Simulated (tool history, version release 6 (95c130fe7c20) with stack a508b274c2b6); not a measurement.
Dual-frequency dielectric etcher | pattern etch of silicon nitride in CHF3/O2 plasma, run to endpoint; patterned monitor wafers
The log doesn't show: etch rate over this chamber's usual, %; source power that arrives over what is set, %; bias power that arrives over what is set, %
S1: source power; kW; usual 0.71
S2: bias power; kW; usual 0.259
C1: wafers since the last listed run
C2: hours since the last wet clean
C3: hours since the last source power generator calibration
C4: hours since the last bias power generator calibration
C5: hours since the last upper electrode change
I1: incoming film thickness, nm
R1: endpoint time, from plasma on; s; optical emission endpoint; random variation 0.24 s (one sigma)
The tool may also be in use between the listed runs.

run 1 day=0 | S1=0.71 S2=0.259 | C1=0 C2=480.9 C3=2794.7 C4=1043 C5=4314.3 | I1=71.9 | R1=44.3
run 2 day=1.638 | S1=0.71 S2=0.259 | C1=605 C2=520.2 C3=2834 C4=1082.3 C5=4353.6 | I1=72.5 | R1=44.9
run 3 day=4.617 | S1=0.71 S2=0.259 | C1=1100 C2=591.7 C3=2905.5 C4=1153.8 C5=4425.1 | I1=71.8 | R1=44.7
-- day=6.158 wet clean of the chamber
run 4 day=8.4 | S1=0.84 S2=0.259 | C1=1028 C2=53.8 C3=2996.3 C4=1244.6 C5=4515.9 | I1=73 | R1=42.2
run 5 day=11.2 | S1=0.84 S2=0.259 | C1=1034 C2=121 C3=3063.5 C4=1311.8 C5=4583.1 | I1=72.9 | R1=42.1
run 6 day=13.158 | S1=0.71 S2=0.259 | C1=723 C2=168 C3=3110.5 C4=1358.8 C5=4630.1 | I1=72.7 | R1=44.1
-- day=13.879 bias power generator calibrated
run 7 day=15.867 | S1=0.71 S2=0.259 | C1=939 C2=233 C3=3175.5 C4=47.7 C5=4695.1 | I1=73.6 | R1=44.9
-- day=17.258 upper electrode replaced
run 8 day=18.354 | S1=0.57 S2=0.204 | C1=549 C2=292.7 C3=3235.2 C4=107.4 C5=26.3 | I1=73.1 | R1=51.4
run 9 day=20.733 | S1=0.86 S2=0.233 | C1=879 C2=349.8 C3=3292.3 C4=164.5 C5=83.4 | I1=73.5 | R1=44.3
run 10 day=24.371 | S1=0.79 S2=0.203 | C1=1344 C2=437.1 C3=3379.6 C4=251.8 C5=170.7 | I1=72.3 | R1=47.3
run 11 day=28.808 | S1=0.55 S2=0.259 | C1=1639 C2=543.6 C3=3486.1 C4=358.3 C5=277.2 | I1=72.7 | R1=47.8
-- day=33.067 wet clean of the chamber
run 12 day=33.088 | S1=0.71 S2=0.316 | C1=1211 C2=0.5 C3=3588.8 C4=461 C5=379.9 | I1=73.1 | R1=40.7
-- day=34.188 source power generator calibrated
run 13 day=36.429 | S1=0.79 S2=0.259 | C1=1173 C2=80.7 C3=53.8 C4=541.2 C5=460.1 | I1=72 | R1=42.6
run 14 day=38.088 | S1=0.71 S2=0.259 | C1=612 C2=120.5 C3=93.6 C4=581 C5=499.9 | I1=72.7 | R1=44
run 15 day=43.8 | S1=0.62 S2=0.234 | C1=2110 C2=257.6 C3=230.7 C4=718.1 C5=637 | I1=72.8 | R1=48

The same runs without the tool's hidden state, with the same run-to-run variation:
run=1 R1=43.5
run=2 R1=44
run=3 R1=43.7
run=4 R1=42.2
run=5 R1=42
run=6 R1=43.9
run=7 R1=44.5
run=8 R1=50.9
run=9 R1=43.7
run=10 R1=46.5
run=11 R1=46.8
run=12 R1=40.7
run=13 R1=42.4
run=14 R1=43.8
run=15 R1=47.4
